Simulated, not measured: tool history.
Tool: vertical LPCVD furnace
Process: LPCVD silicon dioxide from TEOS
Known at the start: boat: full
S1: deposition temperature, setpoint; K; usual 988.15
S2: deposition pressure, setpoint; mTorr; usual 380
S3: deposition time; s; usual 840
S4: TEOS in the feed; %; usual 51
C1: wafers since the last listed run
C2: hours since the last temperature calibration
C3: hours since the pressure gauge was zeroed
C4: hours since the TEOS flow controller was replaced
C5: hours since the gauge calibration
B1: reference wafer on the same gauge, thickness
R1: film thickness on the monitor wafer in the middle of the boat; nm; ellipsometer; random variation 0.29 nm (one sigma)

| run | hour | S1 | S2 | S3 | S4 | C1 | C2 | C3 | C4 | C5 | B1 | R1 |
|---|---|---|---|---|---|---|---|---|---|---|---|---|
| 1 | 0 | 988.15 | 380 | 840 | 51 | 0 | 2722 | 4146.5 | 3489.8 | 240 | 141.06 | 138.49 |
| 2 | 34.8 | 988.15 | 380 | 840 | 51 | 612 | 2756.8 | 4181.3 | 3524.6 | 274.8 | 140.95 | 138.59 |
|  | 37.6 | gauge calibrated |
|  | 140.8 | pressure gauge zeroed |
| 3 | 141.2 | 988.15 | 380 | 840 | 51 | 1449 | 2863.2 | 0.4 | 3631 | 103.6 | 140.96 | 138.95 |
| 4 | 158.1 | 988.15 | 325 | 840 | 51 | 297 | 2880.1 | 17.3 | 3647.9 | 120.5 | 141.01 | 127.88 |
| 5 | 173.3 | 988.15 | 325 | 840 | 51 | 267 | 2895.3 | 32.5 | 3663.1 | 135.7 | 141.04 | 128.09 |
| 6 | 192.4 | 988.15 | 325 | 840 | 51 | 336 | 2914.4 | 51.6 | 3682.2 | 154.8 | 141.04 | 127.6 |
| 7 | 221.3 | 988.15 | 380 | 840 | 51 | 508 | 2943.3 | 80.5 | 3711.1 | 183.7 | 141.04 | 138.12 |
|  | 273.5 | gauge calibrated |
|  | 307.7 | thermocouples replaced and temperature profile calibrated |
|  | 325.7 | TEOS flow controller replaced |
| 8 | 326.2 | 988.15 | 325 | 840 | 51 | 1106 | 18.5 | 185.4 | 0.5 | 52.7 | 141.07 | 128.1 |
| 9 | 335.7 | 988.15 | 455 | 840 | 61 | 167 | 28 | 194.9 | 10 | 62.2 | 140.94 | 166.16 |
| 10 | 356.7 | 995.15 | 380 | 840 | 51 | 369 | 49 | 215.9 | 31 | 83.2 | 141.04 | 162.45 |
| 11 | 369.6 | 988.15 | 380 | 840 | 51 | 226 | 61.9 | 228.8 | 43.9 | 96.1 | 141.08 | 137.96 |
| 12 | 383.1 | 988.15 | 380 | 1110 | 51 | 237 | 75.4 | 242.3 | 57.4 | 109.6 | 141.03 | 182.56 |
| 13 | 419 | 988.15 | 425 | 1050 | 51 | 631 | 111.3 | 278.2 | 93.3 | 145.5 | 141.06 | 183.29 |
| 14 | 453.6 | 988.15 | 380 | 1050 | 51 | 608 | 145.9 | 312.8 | 127.9 | 180.1 | 141.07 | 172.98 |

How the hidden state differs across the entries between the runs, from the last listed run before each to the first after it:
Between runs 2 and 3: gauge calibrated (hour 37.6); pressure gauge zeroed (hour 140.8)
  no hidden state differs between the two runs
Between runs 7 and 8: gauge calibrated (hour 273.5); thermocouples replaced and temperature profile calibrated (hour 307.7); TEOS flow controller replaced (hour 325.7)
  no hidden state differs between the two runs

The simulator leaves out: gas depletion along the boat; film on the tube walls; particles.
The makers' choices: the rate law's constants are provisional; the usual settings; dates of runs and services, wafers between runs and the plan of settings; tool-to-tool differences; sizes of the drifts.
